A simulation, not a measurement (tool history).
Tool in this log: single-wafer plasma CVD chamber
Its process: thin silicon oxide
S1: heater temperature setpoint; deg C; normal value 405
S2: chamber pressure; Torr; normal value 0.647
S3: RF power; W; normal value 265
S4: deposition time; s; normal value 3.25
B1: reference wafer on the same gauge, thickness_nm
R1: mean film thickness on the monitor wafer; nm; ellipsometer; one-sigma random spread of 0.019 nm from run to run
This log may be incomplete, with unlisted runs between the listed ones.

| run | hour | S1 | S2 | S3 | S4 | B1 | R1 |
|---|---|---|---|---|---|---|---|
| 1 | 0.0 | 409 | 0.647 | 265 | 3.25 | 4.075 | 4.401 |
| 2 | 150.4 | 409 | 0.647 | 265 | 3.25 | 4.082 | 4.382 |
| 3 | 187.2 | 405 | 0.647 | 265 | 3.25 | 4.080 | 4.404 |
| 4 | 245.6 | 405 | 0.647 | 265 | 3.25 | 4.080 | 4.383 |
| 5 | 406.0 | 405 | 0.647 | 265 | 3.25 | 4.084 | 4.386 |
| 6 | 484.5 | 405 | 0.647 | 265 | 3.25 | 4.081 | 4.383 |
| 7 | 557.5 | 405 | 0.647 | 290 | 3.25 | 4.084 | 4.650 |
| 8 | 625.6 | 405 | 0.647 | 290 | 3.25 | 4.081 | 4.611 |
| 9 | 691.2 | 405 | 0.647 | 290 | 3.25 | 4.078 | 4.666 |
| 10 | 760.9 | 412 | 0.647 | 265 | 3.25 | 4.078 | 4.315 |
|  | 765.8 | gauge calibrated |
|  | 797.5 | capacitance manometer re-zeroed and calibrated |
| 11 | 798.0 | 416 | 0.647 | 265 | 3.25 | 4.081 | 4.309 |
| 12 | 854.5 | 395 | 0.647 | 215 | 3.52 | 4.081 | 3.915 |
| 13 | 911.8 | 396 | 0.553 | 265 | 3.48 | 4.081 | 4.268 |
| 14 | 971.3 | 413 | 0.647 | 265 | 3.25 | 4.080 | 4.307 |
|  | 1037.7 | RF generator calibrated |
| 15 | 1045.0 | 419 | 0.647 | 265 | 2.68 | 4.081 | 3.611 |
| 16 | 1138.3 | 413 | 0.735 | 300 | 3.25 | 4.080 | 5.110 |
| 17 | 1201.2 | 405 | 0.647 | 265 | 3.25 | 4.083 | 4.458 |
|  | 1270.0 | showerhead replaced |
| 18 | 1294.3 | 395 | 0.490 | 265 | 3.25 | 4.079 | 3.870 |
| 19 | 1397.4 | 405 | 0.647 | 295 | 3.76 | 4.077 | 5.531 |
|  | 1462.6 | thermocouple changed; heater temperature recalibrated |
| 20 | 1497.9 | 398 | 0.531 | 265 | 3.25 | 4.077 | 3.991 |
| 21 | 1565.3 | 405 | 0.731 | 305 | 3.25 | 4.082 | 5.230 |
| 22 | 1664.2 | 405 | 0.647 | 265 | 3.25 | 4.085 | 4.407 |
| 23 | 1708.7 | 405 | 0.647 | 265 | 2.67 | 4.078 | 3.610 |
| 24 | 1814.2 | 405 | 0.734 | 285 | 3.25 | 4.078 | 4.983 |
| 25 | 1883.3 | 405 | 0.647 | 265 | 3.25 | 4.077 | 4.327 |
| 26 | 1973.4 | 405 | 0.738 | 265 | 3.25 | 4.083 | 4.686 |
| 27 | 2052.2 | 392 | 0.574 | 265 | 3.75 | 4.080 | 4.730 |
| 28 | 2131.9 | 405 | 0.528 | 265 | 3.25 | 4.077 | 3.902 |
| 29 | 2197.0 | 405 | 0.647 | 265 | 3.62 | 4.077 | 4.836 |

What if the next run were any one of these 3? Each begins from the tool's condition after run 29:
| A | 2197.4 | 405 | 0.647 | 265 | 3.25 | ? | ? |
| B | 2197.4 | 418 | 0.532 | 265 | 3.01 | ? | ? |
| C | 2197.4 | 405 | 0.564 | 285 | 3.52 | ? | ? |

| run | B1 | R1 |
|---|---|---|
| A | 4.079 | 4.307 |
| B | 4.079 | 3.581 |
| C | 4.079 | 4.576 |
The same runs, with their run-to-run variation unchanged, on a tool lacking any hidden condition would have given:
| run | R1 |
|---|---|
| A | 4.415 |
| B | 3.671 |
| C | 4.686 |

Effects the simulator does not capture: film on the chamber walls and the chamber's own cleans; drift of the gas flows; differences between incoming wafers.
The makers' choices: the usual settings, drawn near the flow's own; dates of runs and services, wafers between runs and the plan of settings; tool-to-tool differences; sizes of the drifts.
